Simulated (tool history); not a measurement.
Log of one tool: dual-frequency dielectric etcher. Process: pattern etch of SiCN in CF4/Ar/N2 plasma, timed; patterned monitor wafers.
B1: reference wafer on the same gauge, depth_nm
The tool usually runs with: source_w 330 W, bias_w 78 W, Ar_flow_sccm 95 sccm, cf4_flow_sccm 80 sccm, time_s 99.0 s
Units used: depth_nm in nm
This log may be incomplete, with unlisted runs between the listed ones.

{"run": 1, "day": 0.0, "source_w": 260, "bias_w": 78, "Ar_flow_sccm": 105, "cf4_flow_sccm": 64, "time_s": 99.0, "B1": 62.6, "depth_nm": 53.6}
{"day": 0.767, "done": "CF4 flow controller replaced"}
{"run": 2, "day": 1.254, "source_w": 330, "bias_w": 78, "Ar_flow_sccm": 95, "cf4_flow_sccm": 80, "time_s": 99.0, "B1": 62.6, "depth_nm": 72.7}
{"run": 3, "day": 1.967, "source_w": 350, "bias_w": 78, "Ar_flow_sccm": 112, "cf4_flow_sccm": 80, "time_s": 99.0, "B1": 62.6, "depth_nm": 75.5}
{"day": 2.888, "done": "bias power generator calibrated"}
{"run": 4, "day": 3.175, "source_w": 330, "bias_w": 71, "Ar_flow_sccm": 71, "cf4_flow_sccm": 92, "time_s": 75.5, "B1": 62.6, "depth_nm": 55.4}
{"run": 5, "day": 3.842, "source_w": 330, "bias_w": 78, "Ar_flow_sccm": 95, "cf4_flow_sccm": 91, "time_s": 117.5, "B1": 62.6, "depth_nm": 87.8}
{"day": 5.342, "done": "wet clean of the chamber"}
{"run": 6, "day": 5.362, "source_w": 330, "bias_w": 78, "Ar_flow_sccm": 95, "cf4_flow_sccm": 80, "time_s": 99.0, "B1": 62.7, "depth_nm": 72.1}
{"run": 7, "day": 5.379, "source_w": 330, "bias_w": 83, "Ar_flow_sccm": 79, "cf4_flow_sccm": 80, "time_s": 128.0, "B1": 62.6, "depth_nm": 98.9}
{"day": 6.933, "done": "Ar flow controller replaced"}
{"run": 8, "day": 9.308, "source_w": 330, "bias_w": 78, "Ar_flow_sccm": 95, "cf4_flow_sccm": 71, "time_s": 99.0, "B1": 62.6, "depth_nm": 70.8}
{"day": 9.929, "done": "gauge calibrated"}
{"run": 9, "day": 10.029, "source_w": 330, "bias_w": 86, "Ar_flow_sccm": 95, "cf4_flow_sccm": 80, "time_s": 99.0, "B1": 62.6, "depth_nm": 76.6}
{"run": 10, "day": 11.375, "source_w": 410, "bias_w": 78, "Ar_flow_sccm": 95, "cf4_flow_sccm": 80, "time_s": 88.5, "B1": 62.6, "depth_nm": 80.8}
{"day": 12.667, "done": "upper electrode replaced"}
{"run": 11, "day": 12.688, "source_w": 330, "bias_w": 86, "Ar_flow_sccm": 85, "cf4_flow_sccm": 72, "time_s": 80.5, "B1": 62.6, "depth_nm": 62.1}
{"run": 12, "day": 13.108, "source_w": 280, "bias_w": 89, "Ar_flow_sccm": 76, "cf4_flow_sccm": 80, "time_s": 113.0, "B1": 62.6, "depth_nm": 76.3}
{"run": 13, "day": 14.604, "source_w": 330, "bias_w": 78, "Ar_flow_sccm": 95, "cf4_flow_sccm": 96, "time_s": 99.0, "B1": 62.6, "depth_nm": 74.4}
{"run": 14, "day": 15.792, "source_w": 330, "bias_w": 78, "Ar_flow_sccm": 95, "cf4_flow_sccm": 80, "time_s": 99.0, "B1": 62.6, "depth_nm": 72.2}
{"run": 15, "day": 16.588, "source_w": 330, "bias_w": 86, "Ar_flow_sccm": 95, "cf4_flow_sccm": 80, "time_s": 99.0, "B1": 62.6, "depth_nm": 76.3}
{"run": 16, "day": 17.95, "source_w": 330, "bias_w": 78, "Ar_flow_sccm": 95, "cf4_flow_sccm": 80, "time_s": 114.0, "B1": 62.6, "depth_nm": 83.4}
{"run": 17, "day": 18.679, "source_w": 330, "bias_w": 78, "Ar_flow_sccm": 95, "cf4_flow_sccm": 80, "time_s": 99.0, "B1": 62.6, "depth_nm": 72.6}
{"run": 18, "day": 19.371, "source_w": 330, "bias_w": 78, "Ar_flow_sccm": 95, "cf4_flow_sccm": 80, "time_s": 99.0, "B1": 62.6, "depth_nm": 72.4}
{"run": 19, "day": 20.417, "source_w": 380, "bias_w": 66, "Ar_flow_sccm": 110, "cf4_flow_sccm": 80, "time_s": 99.0, "B1": 62.6, "depth_nm": 75.1}
{"run": 20, "day": 21.3, "source_w": 330, "bias_w": 86, "Ar_flow_sccm": 95, "cf4_flow_sccm": 65, "time_s": 99.0, "B1": 62.6, "depth_nm": 74.3}
{"run": 21, "day": 22.346, "source_w": 330, "bias_w": 78, "Ar_flow_sccm": 95, "cf4_flow_sccm": 80, "time_s": 99.0, "B1": 62.6, "depth_nm": 72.1}

Each row is a separate what-if for the run after 21, all from the same tool condition, not one after another. Results?
{"run": "A", "day": 22.362, "source_w": 330, "bias_w": 78, "Ar_flow_sccm": 95, "cf4_flow_sccm": 80, "time_s": 99.0, "B1": "?", "depth_nm": "?"}
{"run": "B", "day": 22.362, "source_w": 330, "bias_w": 78, "Ar_flow_sccm": 95, "cf4_flow_sccm": 80, "time_s": 107.5, "B1": "?", "depth_nm": "?"}
{"run": "C", "day": 22.362, "source_w": 330, "bias_w": 78, "Ar_flow_sccm": 95, "cf4_flow_sccm": 90, "time_s": 99.0, "B1": "?", "depth_nm": "?"}
{"run": "D", "day": 22.362, "source_w": 330, "bias_w": 78, "Ar_flow_sccm": 95, "cf4_flow_sccm": 80, "time_s": 77.5, "B1": "?", "depth_nm": "?"}

run=A B1=62.6 depth_nm=71.9
run=B B1=62.6 depth_nm=78.0
run=C B1=62.6 depth_nm=72.9
run=D B1=62.6 depth_nm=56.3
With the hidden condition removed and each run's random variation left untouched, the same runs would have given:
run=A depth_nm=71.9
run=B depth_nm=78.0
run=C depth_nm=72.9
run=D depth_nm=56.3
